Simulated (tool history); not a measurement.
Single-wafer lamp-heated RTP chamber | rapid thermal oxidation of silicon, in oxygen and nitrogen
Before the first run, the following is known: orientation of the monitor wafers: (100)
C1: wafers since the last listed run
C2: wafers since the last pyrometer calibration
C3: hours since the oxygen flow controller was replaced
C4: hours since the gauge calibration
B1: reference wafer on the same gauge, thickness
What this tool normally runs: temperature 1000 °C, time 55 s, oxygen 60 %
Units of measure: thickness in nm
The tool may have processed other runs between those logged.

run 1 day=0.000 | temperature=1000 time=76 oxygen=60 | C1=0 C2=2593 C3=6550.0 C4=131.9 | B1=4.269 | thickness=5.502
run 2 day=0.700 | temperature=1000 time=55 oxygen=60 | C1=159 C2=2753 C3=6566.8 C4=148.7 | B1=4.272 | thickness=4.754
run 3 day=1.075 | temperature=1000 time=55 oxygen=60 | C1=85 C2=2838 C3=6575.8 C4=157.7 | B1=4.268 | thickness=4.731
run 4 day=1.638 | temperature=1000 time=55 oxygen=60 | C1=128 C2=2967 C3=6589.3 C4=171.2 | B1=4.273 | thickness=4.759
run 5 day=2.242 | temperature=1000 time=55 oxygen=60 | C1=137 C2=3104 C3=6603.8 C4=185.7 | B1=4.268 | thickness=4.748
run 6 day=2.979 | temperature=1021 time=55 oxygen=60 | C1=168 C2=3273 C3=6621.5 C4=203.4 | B1=4.267 | thickness=5.514
run 7 day=3.650 | temperature=987 time=55 oxygen=60 | C1=152 C2=3426 C3=6637.6 C4=219.5 | B1=4.272 | thickness=4.340
run 8 day=4.217 | temperature=987 time=55 oxygen=60 | C1=129 C2=3555 C3=6651.2 C4=233.1 | B1=4.267 | thickness=4.374
run 9 day=4.804 | temperature=987 time=55 oxygen=60 | C1=133 C2=3689 C3=6665.3 C4=247.2 | B1=4.269 | thickness=4.381
run 10 day=5.550 | temperature=1020 time=42 oxygen=60 | C1=170 C2=3859 C3=6683.2 C4=265.1 | B1=4.270 | thickness=4.894
run 11 day=6.025 | temperature=1020 time=42 oxygen=60 | C1=108 C2=3967 C3=6694.6 C4=276.5 | B1=4.268 | thickness=4.913
run 12 day=6.546 | temperature=1020 time=42 oxygen=60 | C1=118 C2=4086 C3=6707.1 C4=289.0 | B1=4.275 | thickness=4.912
run 13 day=6.933 | temperature=1000 time=55 oxygen=44 | C1=88 C2=4174 C3=6716.4 C4=298.3 | B1=4.265 | thickness=4.331
run 14 day=7.396 | temperature=1000 time=55 oxygen=44 | C1=105 C2=4280 C3=6727.5 C4=309.4 | B1=4.269 | thickness=4.320
run 15 day=7.717 | temperature=1019 time=76 oxygen=60 | C1=73 C2=4353 C3=6735.2 C4=317.1 | B1=4.268 | thickness=6.306
run 16 day=8.125 | temperature=1019 time=76 oxygen=60 | C1=93 C2=4446 C3=6745.0 C4=326.9 | B1=4.273 | thickness=6.336
run 17 day=9.504 | temperature=1015 time=68 oxygen=47 | C1=314 C2=4760 C3=6778.1 C4=360.0 | B1=4.270 | thickness=5.383
run 18 day=9.804 | temperature=1017 time=30 oxygen=60 | C1=68 C2=4829 C3=6785.3 C4=367.2 | B1=4.269 | thickness=4.238
run 19 day=10.492 | temperature=1019 time=76 oxygen=60 | C1=156 C2=4985 C3=6801.8 C4=383.7 | B1=4.270 | thickness=6.321
run 20 day=10.988 | temperature=1000 time=76 oxygen=60 | C1=113 C2=5098 C3=6813.7 C4=395.6 | B1=4.268 | thickness=5.520
-- day=11.246 gauge calibrated
run 21 day=11.479 | temperature=1000 time=55 oxygen=78 | C1=112 C2=5210 C3=6825.5 C4=5.6 | B1=4.268 | thickness=5.289
run 22 day=11.946 | temperature=972 time=67 oxygen=76 | C1=106 C2=5317 C3=6836.7 C4=16.8 | B1=4.266 | thickness=4.691
run 23 day=12.608 | temperature=1000 time=55 oxygen=60 | C1=151 C2=5468 C3=6852.6 C4=32.7 | B1=4.269 | thickness=4.824

Run 24, settings as shown, results not yet in. Your forecast:
-- day=13.079 pyrometer window cleaned and pyrometer calibrated
run 24 day=13.108 | temperature=978 time=36 oxygen=88 | C1=37 C2=6 C3=6864.6 C4=44.7 | B1=? | thickness=?

B1: 4.264
thickness: 3.855 nm
Take away the tool's hidden state, keep the run-to-run variation as it was, and the same run would have given thickness 3.842 nm.
